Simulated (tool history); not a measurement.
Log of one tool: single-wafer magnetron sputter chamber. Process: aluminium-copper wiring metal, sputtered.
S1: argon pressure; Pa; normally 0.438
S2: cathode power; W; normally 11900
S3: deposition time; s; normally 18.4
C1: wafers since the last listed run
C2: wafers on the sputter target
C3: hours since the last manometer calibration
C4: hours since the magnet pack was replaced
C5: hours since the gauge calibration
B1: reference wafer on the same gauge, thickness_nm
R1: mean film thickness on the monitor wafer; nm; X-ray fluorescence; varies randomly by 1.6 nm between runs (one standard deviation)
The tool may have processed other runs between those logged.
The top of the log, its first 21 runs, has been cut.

{"run": 22, "hour": 510.9, "S1": 0.438, "S2": 11900, "S3": 18.4, "C1": 564, "C2": 2488, "C3": 2477.4, "C4": 280.9, "C5": 1002.3, "B1": 409.413, "R1": 373.554}
{"run": 23, "hour": 533.7, "S1": 0.364, "S2": 11900, "S3": 16.1, "C1": 435, "C2": 2923, "C3": 2500.2, "C4": 303.7, "C5": 1025.1, "B1": 410.428, "R1": 340.436}
{"run": 24, "hour": 562.9, "S1": 0.494, "S2": 10350, "S3": 18.4, "C1": 557, "C2": 3480, "C3": 2529.4, "C4": 332.9, "C5": 1054.3, "B1": 410.306, "R1": 320.58}
{"run": 25, "hour": 584.3, "S1": 0.438, "S2": 10600, "S3": 15.7, "C1": 408, "C2": 3889, "C3": 2550.8, "C4": 354.3, "C5": 1075.7, "B1": 410.033, "R1": 286.07}
{"hour": 603.6, "done": "sputter target and shields replaced"}
{"run": 26, "hour": 604.1, "S1": 0.307, "S2": 10200, "S3": 15.2, "C1": 225, "C2": 9, "C3": 2570.6, "C4": 374.1, "C5": 1095.5, "B1": 410.011, "R1": 296.447}
{"run": 27, "hour": 624.3, "S1": 0.31, "S2": 13500, "S3": 20.9, "C1": 385, "C2": 394, "C3": 2590.8, "C4": 394.3, "C5": 1115.7, "B1": 410.181, "R1": 508.811}
{"run": 28, "hour": 649.3, "S1": 0.332, "S2": 12900, "S3": 15.3, "C1": 477, "C2": 871, "C3": 2615.8, "C4": 419.3, "C5": 1140.7, "B1": 410.357, "R1": 354.133}
{"run": 29, "hour": 679.2, "S1": 0.438, "S2": 11900, "S3": 18.4, "C1": 570, "C2": 1442, "C3": 2645.7, "C4": 449.2, "C5": 1170.6, "B1": 409.987, "R1": 376.925}
{"hour": 703.3, "done": "capacitance manometer re-zeroed and calibrated"}
{"hour": 706.7, "done": "gauge calibrated"}
{"run": 30, "hour": 724.1, "S1": 0.542, "S2": 12800, "S3": 16.3, "C1": 704, "C2": 2146, "C3": 20.8, "C4": 494.1, "C5": 17.4, "B1": 410.507, "R1": 329.884}
{"run": 31, "hour": 743.6, "S1": 0.438, "S2": 13150, "S3": 21.9, "C1": 372, "C2": 2519, "C3": 40.3, "C4": 513.6, "C5": 36.9, "B1": 410.253, "R1": 480.106}
{"hour": 836.6, "done": "sputter target and shields replaced"}
{"run": 32, "hour": 848.0, "S1": 0.438, "S2": 10600, "S3": 16.0, "C1": 1839, "C2": 217, "C3": 144.7, "C4": 618.0, "C5": 141.3, "B1": 409.756, "R1": 298.893}
{"run": 33, "hour": 877.1, "S1": 0.438, "S2": 11900, "S3": 18.4, "C1": 555, "C2": 773, "C3": 173.8, "C4": 647.1, "C5": 170.4, "B1": 409.958, "R1": 377.213}
{"run": 34, "hour": 907.3, "S1": 0.438, "S2": 14400, "S3": 18.4, "C1": 576, "C2": 1349, "C3": 204.0, "C4": 677.3, "C5": 200.6, "B1": 409.262, "R1": 442.141}
{"run": 35, "hour": 935.0, "S1": 0.494, "S2": 10350, "S3": 18.4, "C1": 528, "C2": 1878, "C3": 231.7, "C4": 705.0, "C5": 228.3, "B1": 409.933, "R1": 322.528}

Here are 3 independent what-if runs from the current tool condition. What would each one return?
{"run": "A", "hour": 935.4, "S1": 0.438, "S2": 11900, "S3": 18.4, "C1": 7, "C2": 1885, "C3": 232.1, "C4": 705.4, "C5": 228.7, "B1": "?", "R1": "?"}
{"run": "B", "hour": 935.4, "S1": 0.438, "S2": 9900, "S3": 18.4, "C1": 7, "C2": 1885, "C3": 232.1, "C4": 705.4, "C5": 228.7, "B1": "?", "R1": "?"}
{"run": "C", "hour": 935.4, "S1": 0.271, "S2": 11900, "S3": 18.4, "C1": 7, "C2": 1885, "C3": 232.1, "C4": 705.4, "C5": 228.7, "B1": "?", "R1": "?"}

run=A B1=409.799 R1=372.679
run=B B1=409.799 R1=320.518
run=C B1=409.799 R1=408.080
With the hidden condition removed and each run's random variation left untouched, the same runs would have given:
run=A R1=378.344
run=B R1=325.391
run=C R1=414.283

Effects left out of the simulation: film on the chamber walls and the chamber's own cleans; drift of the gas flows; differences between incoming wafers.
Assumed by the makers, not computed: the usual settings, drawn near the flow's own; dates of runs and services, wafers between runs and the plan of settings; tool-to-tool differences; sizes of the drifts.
